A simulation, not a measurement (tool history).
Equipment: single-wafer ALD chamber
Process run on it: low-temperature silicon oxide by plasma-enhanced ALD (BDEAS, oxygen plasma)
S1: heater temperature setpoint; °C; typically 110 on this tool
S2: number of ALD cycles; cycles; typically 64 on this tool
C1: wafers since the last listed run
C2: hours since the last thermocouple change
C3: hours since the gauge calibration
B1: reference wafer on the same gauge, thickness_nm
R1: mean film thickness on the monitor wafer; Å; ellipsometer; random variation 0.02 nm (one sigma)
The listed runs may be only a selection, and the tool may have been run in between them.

run 1 hour=0.0 | S1=110 S2=64 | C1=0 C2=1192.7 C3=1722.5 | B1=8.949 | R1=97.21
run 2 hour=26.8 | S1=110 S2=64 | C1=174 C2=1219.5 C3=1749.3 | B1=8.955 | R1=97.36
run 3 hour=80.9 | S1=110 S2=64 | C1=352 C2=1273.6 C3=1803.4 | B1=8.962 | R1=97.61
-- hour=82.7 gauge calibrated
run 4 hour=144.3 | S1=110 S2=64 | C1=413 C2=1337.0 C3=61.6 | B1=8.811 | R1=95.72
run 5 hour=189.6 | S1=110 S2=64 | C1=295 C2=1382.3 C3=106.9 | B1=8.815 | R1=95.77
run 6 hour=248.9 | S1=118 S2=68 | C1=386 C2=1441.6 C3=166.2 | B1=8.813 | R1=100.44
run 7 hour=292.3 | S1=118 S2=68 | C1=283 C2=1485.0 C3=209.6 | B1=8.813 | R1=100.37
run 8 hour=348.9 | S1=118 S2=68 | C1=369 C2=1541.6 C3=266.2 | B1=8.813 | R1=100.28
run 9 hour=373.9 | S1=110 S2=64 | C1=163 C2=1566.6 C3=291.2 | B1=8.813 | R1=95.90
run 10 hour=424.0 | S1=110 S2=64 | C1=326 C2=1616.7 C3=341.3 | B1=8.815 | R1=95.88
run 11 hour=478.5 | S1=110 S2=68 | C1=355 C2=1671.2 C3=395.8 | B1=8.819 | R1=101.89
run 12 hour=536.8 | S1=110 S2=61 | C1=380 C2=1729.5 C3=454.1 | B1=8.819 | R1=91.49
run 13 hour=567.0 | S1=110 S2=61 | C1=196 C2=1759.7 C3=484.3 | B1=8.823 | R1=90.99
run 14 hour=608.4 | S1=110 S2=61 | C1=269 C2=1801.1 C3=525.7 | B1=8.822 | R1=91.30
run 15 hour=650.3 | S1=110 S2=64 | C1=273 C2=1843.0 C3=567.6 | B1=8.820 | R1=95.92
run 16 hour=707.5 | S1=110 S2=64 | C1=372 C2=1900.2 C3=624.8 | B1=8.828 | R1=95.93
run 17 hour=748.0 | S1=110 S2=64 | C1=264 C2=1940.7 C3=665.3 | B1=8.828 | R1=95.79
run 18 hour=819.4 | S1=110 S2=64 | C1=465 C2=2012.1 C3=736.7 | B1=8.831 | R1=95.70
-- hour=933.8 thermocouple changed; heater temperature recalibrated
run 19 hour=992.9 | S1=110 S2=64 | C1=1079 C2=59.1 C3=910.2 | B1=8.846 | R1=96.36
run 20 hour=1033.9 | S1=110 S2=64 | C1=267 C2=100.1 C3=951.2 | B1=8.848 | R1=96.10
run 21 hour=1232.9 | S1=110 S2=70 | C1=1297 C2=299.1 C3=1150.2 | B1=8.868 | R1=105.34
run 22 hour=1267.3 | S1=116 S2=64 | C1=224 C2=333.5 C3=1184.6 | B1=8.869 | R1=95.48
run 23 hour=1427.9 | S1=99 S2=69 | C1=1047 C2=494.1 C3=1345.2 | B1=8.882 | R1=105.94
run 24 hour=1485.9 | S1=110 S2=64 | C1=378 C2=552.1 C3=1403.2 | B1=8.888 | R1=96.64
run 25 hour=1551.8 | S1=101 S2=74 | C1=429 C2=618.0 C3=1469.1 | B1=8.898 | R1=113.86
-- hour=1562.2 gauge calibrated
run 26 hour=1600.2 | S1=110 S2=64 | C1=315 C2=666.4 C3=38.0 | B1=8.817 | R1=95.79
run 27 hour=1640.8 | S1=110 S2=64 | C1=264 C2=707.0 C3=78.6 | B1=8.817 | R1=95.83
run 28 hour=1684.9 | S1=110 S2=53 | C1=287 C2=751.1 C3=122.7 | B1=8.820 | R1=79.44
run 29 hour=1754.2 | S1=125 S2=74 | C1=451 C2=820.4 C3=192.0 | B1=8.819 | R1=108.17
run 30 hour=1796.9 | S1=110 S2=69 | C1=278 C2=863.1 C3=234.7 | B1=8.819 | R1=102.96
run 31 hour=1853.2 | S1=117 S2=64 | C1=367 C2=919.4 C3=291.0 | B1=8.820 | R1=94.84
run 32 hour=1905.0 | S1=115 S2=58 | C1=337 C2=971.2 C3=342.8 | B1=8.822 | R1=86.50
run 33 hour=1957.3 | S1=103 S2=53 | C1=341 C2=1023.5 C3=395.1 | B1=8.823 | R1=80.29
run 34 hour=1982.2 | S1=110 S2=64 | C1=162 C2=1048.4 C3=420.0 | B1=8.823 | R1=95.87
run 35 hour=2043.4 | S1=99 S2=76 | C1=399 C2=1109.6 C3=481.2 | B1=8.825 | R1=116.20
run 36 hour=2068.4 | S1=115 S2=57 | C1=163 C2=1134.6 C3=506.2 | B1=8.829 | R1=84.70
run 37 hour=2114.6 | S1=97 S2=69 | C1=301 C2=1180.8 C3=552.4 | B1=8.830 | R1=105.62
run 38 hour=2172.5 | S1=97 S2=64 | C1=377 C2=1238.7 C3=610.3 | B1=8.831 | R1=98.38
run 39 hour=2208.1 | S1=110 S2=64 | C1=232 C2=1274.3 C3=645.9 | B1=8.833 | R1=95.82
run 40 hour=2240.4 | S1=110 S2=64 | C1=210 C2=1306.6 C3=678.2 | B1=8.835 | R1=95.95
run 41 hour=2272.3 | S1=118 S2=53 | C1=208 C2=1338.5 C3=710.1 | B1=8.836 | R1=78.74
run 42 hour=2318.6 | S1=119 S2=57 | C1=301 C2=1384.8 C3=756.4 | B1=8.843 | R1=84.65
run 43 hour=2369.3 | S1=104 S2=54 | C1=330 C2=1435.5 C3=807.1 | B1=8.843 | R1=81.71
run 44 hour=2412.6 | S1=122 S2=53 | C1=282 C2=1478.8 C3=850.4 | B1=8.850 | R1=77.72

Predict each of these 5 candidate next runs independently; none follows another, all start after run 44:
run A hour=2413.1 | S1=110 S2=64 | C1=3 C2=1479.3 C3=850.9 | B1=? | R1=?
run B hour=2413.1 | S1=115 S2=56 | C1=3 C2=1479.3 C3=850.9 | B1=? | R1=?
run C hour=2413.1 | S1=118 S2=54 | C1=3 C2=1479.3 C3=850.9 | B1=? | R1=?
run D hour=2413.1 | S1=123 S2=58 | C1=3 C2=1479.3 C3=850.9 | B1=? | R1=?
run E hour=2413.1 | S1=104 S2=56 | C1=3 C2=1479.3 C3=850.9 | B1=? | R1=?

run=A B1=8.846 R1=96.14
run=B B1=8.846 R1=83.44
run=C B1=8.846 R1=80.06
run=D B1=8.846 R1=85.29
run=E B1=8.846 R1=84.93
What these runs would have given with no unlogged condition in the tool:
run=A R1=95.85
run=B R1=83.19
run=C R1=79.83
run=D R1=85.04
run=E R1=84.68

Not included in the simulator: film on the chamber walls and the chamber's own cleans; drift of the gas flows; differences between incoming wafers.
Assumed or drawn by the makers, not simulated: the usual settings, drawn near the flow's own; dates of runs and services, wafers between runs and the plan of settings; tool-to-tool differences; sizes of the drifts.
